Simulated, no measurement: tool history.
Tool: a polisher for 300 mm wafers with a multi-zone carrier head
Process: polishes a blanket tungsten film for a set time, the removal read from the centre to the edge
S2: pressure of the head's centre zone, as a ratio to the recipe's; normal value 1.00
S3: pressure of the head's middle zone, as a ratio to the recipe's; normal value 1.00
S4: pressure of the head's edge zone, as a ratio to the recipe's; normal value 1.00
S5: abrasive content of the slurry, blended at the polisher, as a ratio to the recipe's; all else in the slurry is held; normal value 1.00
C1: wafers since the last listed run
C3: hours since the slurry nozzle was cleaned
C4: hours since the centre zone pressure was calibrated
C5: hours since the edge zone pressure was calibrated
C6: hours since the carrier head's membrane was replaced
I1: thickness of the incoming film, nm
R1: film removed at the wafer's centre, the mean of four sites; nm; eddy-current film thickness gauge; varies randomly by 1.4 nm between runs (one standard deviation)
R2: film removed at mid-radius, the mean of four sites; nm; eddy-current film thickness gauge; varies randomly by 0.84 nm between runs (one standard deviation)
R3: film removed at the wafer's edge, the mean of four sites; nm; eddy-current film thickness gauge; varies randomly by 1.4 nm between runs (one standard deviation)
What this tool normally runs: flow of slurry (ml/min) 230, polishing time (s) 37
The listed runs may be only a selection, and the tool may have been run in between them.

run 1 hour=0.0 | flow_of_slurry_(ml/min)=230 S2=1.00 S3=1.00 S4=1.00 S5=1.00 polishing_time_(s)=37 | C1=0 wafers_polished_on_this_pad=860 C3=163.1 C4=238.8 C5=50.4 C6=356.3 | I1=980.4 | R1=117.0 R2=121.3 R3=121.1
run 2 hour=84.4 | flow_of_slurry_(ml/min)=230 S2=1.00 S3=1.00 S4=1.00 S5=1.00 polishing_time_(s)=37 | C1=709 wafers_polished_on_this_pad=1570 C3=247.5 C4=323.2 C5=134.8 C6=440.7 | I1=980.3 | R1=118.3 R2=120.4 R3=121.5
run 3 hour=191.7 | flow_of_slurry_(ml/min)=230 S2=1.00 S3=1.00 S4=1.00 S5=1.00 polishing_time_(s)=37 | C1=902 wafers_polished_on_this_pad=2472 C3=354.8 C4=430.5 C5=242.1 C6=548.0 | I1=997.8 | R1=116.2 R2=119.7 R3=119.2
run 4 hour=234.6 | flow_of_slurry_(ml/min)=230 S2=0.91 S3=1.00 S4=1.00 S5=1.00 polishing_time_(s)=42 | C1=360 wafers_polished_on_this_pad=2833 C3=397.7 C4=473.4 C5=285.0 C6=590.9 | I1=1000.0 | R1=117.8 R2=134.3 R3=136.7
run 5 hour=292.1 | flow_of_slurry_(ml/min)=230 S2=0.91 S3=1.00 S4=1.00 S5=1.00 polishing_time_(s)=42 | C1=483 wafers_polished_on_this_pad=3317 C3=455.2 C4=530.9 C5=342.5 C6=648.4 | I1=1005.8 | R1=119.8 R2=135.6 R3=134.1
-- hour=346.5 worn pad replaced by a new one
-- hour=451.1 slurry nozzle cleaned
run 6 hour=451.6 | flow_of_slurry_(ml/min)=230 S2=0.91 S3=1.00 S4=1.00 S5=1.00 polishing_time_(s)=42 | C1=1299 wafers_polished_on_this_pad=875 C3=0.5 C4=690.4 C5=502.0 C6=807.9 | I1=987.1 | R1=122.9 R2=138.8 R3=139.2
run 7 hour=644.2 | flow_of_slurry_(ml/min)=230 S2=0.92 S3=1.00 S4=1.03 S5=1.00 polishing_time_(s)=37 | C1=1619 wafers_polished_on_this_pad=2495 C3=193.1 C4=883.0 C5=694.6 C6=1000.5 | I1=1006.1 | R1=105.9 R2=118.9 R3=119.5
run 8 hour=699.6 | flow_of_slurry_(ml/min)=230 S2=0.92 S3=1.00 S4=1.03 S5=1.00 polishing_time_(s)=37 | C1=465 wafers_polished_on_this_pad=2961 C3=248.5 C4=938.4 C5=750.0 C6=1055.9 | I1=993.9 | R1=105.3 R2=118.8 R3=120.1
-- hour=742.7 centre zone pressure recalibrated
run 9 hour=786.2 | flow_of_slurry_(ml/min)=230 S2=1.00 S3=1.00 S4=1.00 S5=1.00 polishing_time_(s)=37 | C1=711 wafers_polished_on_this_pad=3672 C3=335.1 C4=43.5 C5=836.6 C6=1142.5 | I1=1009.5 | R1=113.9 R2=117.3 R3=118.2
-- hour=813.8 worn pad replaced by a new one
run 10 hour=841.4 | flow_of_slurry_(ml/min)=230 S2=1.00 S3=1.00 S4=1.08 S5=1.00 polishing_time_(s)=46 | C1=430 wafers_polished_on_this_pad=232 C3=390.3 C4=98.7 C5=891.8 C6=1197.7 | I1=1011.4 | R1=150.5 R2=155.7 R3=163.7
run 11 hour=892.9 | flow_of_slurry_(ml/min)=230 S2=1.00 S3=0.95 S4=1.00 S5=1.00 polishing_time_(s)=37 | C1=433 wafers_polished_on_this_pad=665 C3=441.8 C4=150.2 C5=943.3 C6=1249.2 | I1=1007.3 | R1=119.2 R2=117.9 R3=122.6
-- hour=944.3 edge zone pressure recalibrated
run 12 hour=985.6 | flow_of_slurry_(ml/min)=230 S2=1.05 S3=1.05 S4=1.00 S5=1.10 polishing_time_(s)=37 | C1=762 wafers_polished_on_this_pad=1428 C3=534.5 C4=242.9 C5=41.3 C6=1341.9 | I1=991.0 | R1=125.1 R2=128.2 R3=120.6
-- hour=994.1 carrier head's membrane replaced by a new one
run 13 hour=1059.5 | flow_of_slurry_(ml/min)=230 S2=1.00 S3=1.03 S4=1.09 S5=1.15 polishing_time_(s)=37 | C1=579 wafers_polished_on_this_pad=2007 C3=608.4 C4=316.8 C5=115.2 C6=65.4 | I1=991.5 | R1=121.1 R2=125.3 R3=129.0
run 14 hour=1123.1 | flow_of_slurry_(ml/min)=150 S2=1.00 S3=1.00 S4=1.08 S5=1.00 polishing_time_(s)=42 | C1=534 wafers_polished_on_this_pad=2542 C3=672.0 C4=380.4 C5=178.8 C6=129.0 | I1=995.1 | R1=127.3 R2=130.1 R3=136.1
-- hour=1125.4 slurry nozzle cleaned
run 15 hour=1190.8 | flow_of_slurry_(ml/min)=230 S2=1.00 S3=1.00 S4=1.00 S5=0.75 polishing_time_(s)=37 | C1=560 wafers_polished_on_this_pad=3103 C3=65.4 C4=448.1 C5=246.5 C6=196.7 | I1=1013.6 | R1=107.8 R2=110.0 R3=110.4
-- hour=1216.9 worn pad replaced by a new one
run 16 hour=1245.4 | flow_of_slurry_(ml/min)=230 S2=0.95 S3=1.00 S4=0.89 S5=0.80 polishing_time_(s)=37 | C1=425 wafers_polished_on_this_pad=239 C3=120.0 C4=502.7 C5=301.1 C6=251.3 | I1=1000.3 | R1=110.9 R2=119.2 R3=114.4
run 17 hour=1344.4 | flow_of_slurry_(ml/min)=230 S2=1.00 S3=1.00 S4=1.00 S5=1.00 polishing_time_(s)=37 | C1=832 wafers_polished_on_this_pad=1072 C3=219.0 C4=601.7 C5=400.1 C6=350.3 | I1=984.4 | R1=118.4 R2=122.1 R3=119.5
run 18 hour=1392.0 | flow_of_slurry_(ml/min)=230 S2=1.00 S3=1.00 S4=1.00 S5=1.00 polishing_time_(s)=37 | C1=400 wafers_polished_on_this_pad=1472 C3=266.6 C4=649.3 C5=447.7 C6=397.9 | I1=1003.8 | R1=117.8 R2=119.8 R3=121.3
run 19 hour=1479.2 | flow_of_slurry_(ml/min)=170 S2=1.00 S3=1.00 S4=1.00 S5=1.20 polishing_time_(s)=27 | C1=733 wafers_polished_on_this_pad=2206 C3=353.8 C4=736.5 C5=534.9 C6=485.1 | I1=999.7 | R1=87.9 R2=89.4 R3=91.3
run 20 hour=1539.7 | flow_of_slurry_(ml/min)=230 S2=1.00 S3=1.06 S4=1.00 S5=0.75 polishing_time_(s)=44 | C1=508 wafers_polished_on_this_pad=2714 C3=414.3 C4=797.0 C5=595.4 C6=545.6 | I1=1007.2 | R1=128.8 R2=139.6 R3=132.9
-- hour=1608.3 worn pad replaced by a new one
run 21 hour=1634.5 | flow_of_slurry_(ml/min)=230 S2=0.90 S3=1.00 S4=1.00 S5=1.00 polishing_time_(s)=37 | C1=763 wafers_polished_on_this_pad=220 C3=509.1 C4=891.8 C5=690.2 C6=640.4 | I1=1001.3 | R1=110.0 R2=127.9 R3=125.8
-- hour=1638.9 centre zone pressure recalibrated
run 22 hour=1702.1 | flow_of_slurry_(ml/min)=230 S2=1.00 S3=1.00 S4=1.00 S5=1.00 polishing_time_(s)=37 | C1=551 wafers_polished_on_this_pad=772 C3=576.7 C4=63.2 C5=757.8 C6=708.0 | I1=1010.4 | R1=119.1 R2=122.6 R3=122.2

Hidden condition of the tool, last listed run before each entry between runs versus first listed run after:
Run 5 -> run 6: worn pad replaced by a new one (hour 346.5); slurry nozzle cleaned (hour 451.1)
  removal rate lost through wear of the pad, %: 7.25 -> 4.92
  measured less the result without the state, R1: -9.4 -> -6.4 nm; R2: -10.6 -> -7.2 nm; R3: -10.5 -> -7.2 nm
Run 8 -> run 9: centre zone pressure recalibrated (hour 742.7)
  removal rate lost through wear of the pad, %: 7.63 -> 7.88
  measured less the result without the state, R1: -8.7 -> -9.8 nm; R2: -9.8 -> -10.0 nm; R3: -9.9 -> -10.1 nm
Run 9 -> run 10: worn pad replaced by a new one (hour 813.8)
  removal rate lost through wear of the pad, %: 7.88 -> 2.14
  measured less the result without the state, R1: -9.8 -> -3.3 nm; R2: -10.0 -> -3.4 nm; R3: -10.1 -> -3.5 nm
Run 11 -> run 12: edge zone pressure recalibrated (hour 944.3)
  removal rate lost through wear of the pad, %: 3.89 -> 5.79
  measured less the result without the state, R1: -4.8 -> -7.7 nm; R2: -4.8 -> -7.9 nm; R3: -4.9 -> -7.4 nm
Run 12 -> run 13: carrier head's membrane replaced by a new one (hour 994.1)
  removal rate lost through wear of the pad, %: 5.79 -> 6.62
  measured less the result without the state, R1: -7.7 -> -8.5 nm; R2: -7.9 -> -8.9 nm; R3: -7.4 -> -9.2 nm
Run 14 -> run 15: slurry nozzle cleaned (hour 1125.4)
  removal rate lost through wear of the pad, %: 7.05 -> 7.34
  measured less the result without the state, R1: -9.7 -> -8.5 nm; R2: -9.9 -> -8.7 nm; R3: -10.3 -> -8.7 nm
Run 15 -> run 16: worn pad replaced by a new one (hour 1216.9)
  removal rate lost through wear of the pad, %: 7.34 -> 1.77
  measured less the result without the state, R1: -8.5 -> -2.0 nm; R2: -8.7 -> -2.1 nm; R3: -8.7 -> -2.1 nm
Run 20 -> run 21: worn pad replaced by a new one (hour 1608.3)
  removal rate lost through wear of the pad, %: 6.72 -> 1.47
  measured less the result without the state, R1: -9.2 -> -1.7 nm; R2: -10.0 -> -1.9 nm; R3: -9.6 -> -1.8 nm
Run 21 -> run 22: centre zone pressure recalibrated (hour 1638.9)
  removal rate lost through wear of the pad, %: 1.47 -> 3.66
  measured less the result without the state, R1: -1.7 -> -4.5 nm; R2: -1.9 -> -4.7 nm; R3: -1.8 -> -4.7 nm
